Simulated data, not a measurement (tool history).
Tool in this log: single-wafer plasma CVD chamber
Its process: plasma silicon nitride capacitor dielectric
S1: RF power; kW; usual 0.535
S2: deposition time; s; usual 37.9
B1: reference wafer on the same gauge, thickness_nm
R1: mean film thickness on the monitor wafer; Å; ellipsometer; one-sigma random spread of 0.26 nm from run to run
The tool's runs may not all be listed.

run     day     S1    S2      B1      R1
  1   0.000  0.535  32.0  61.231  447.56
      1.121  -- gauge calibrated
  2   2.596  0.535  42.1  61.381  584.50
  3   3.933  0.535  42.1  61.112  591.00
  4   5.804  0.535  42.1  61.171  593.34
  5   7.479  0.500  37.9  61.057  524.14
  6   9.879  0.535  37.9  61.215  533.86
  7  11.354  0.535  37.9  61.170  531.36
  8  14.092  0.535  37.9  61.053  533.76
  9  15.392  0.535  37.9  61.206  527.30
 10  18.058  0.535  37.9  61.188  526.94
 11  19.167  0.535  37.9  61.110  523.95
 12  21.508  0.535  37.9  61.137  530.98
     22.325  -- showerhead replaced
 13  23.242  0.535  37.9  61.163  532.42
 14  24.275  0.560  37.9  61.147  535.91
 15  25.388  0.535  37.9  61.080  529.34
 16  26.921  0.625  30.8  61.019  444.22
     28.004  -- RF generator calibrated
 17  29.704  0.565  44.2  61.204  628.29
 18  30.892  0.535  37.9  61.140  532.67
 19  32.442  0.580  31.2  61.149  442.36
 20  35.358  0.535  37.9  61.163  532.37
 21  36.812  0.505  35.0  61.173  481.66
 22  38.396  0.615  37.9  61.109  546.50
 23  39.729  0.535  37.9  61.186  529.21
 24  41.046  0.535  40.7  61.353  566.67
     41.858  -- gauge calibrated
 25  48.450  0.575  37.9  61.345  541.85
 26  50.692  0.535  37.9  61.120  527.97

What does the tool deliver on the next run?
 27  52.692  0.500  37.9   ?   ?

{"run 27": {"B1": 61.222, "R1": 520.77}}
Were there no unlogged condition in the tool, this run, its random variation unchanged, would have produced R1 520.77 Å.

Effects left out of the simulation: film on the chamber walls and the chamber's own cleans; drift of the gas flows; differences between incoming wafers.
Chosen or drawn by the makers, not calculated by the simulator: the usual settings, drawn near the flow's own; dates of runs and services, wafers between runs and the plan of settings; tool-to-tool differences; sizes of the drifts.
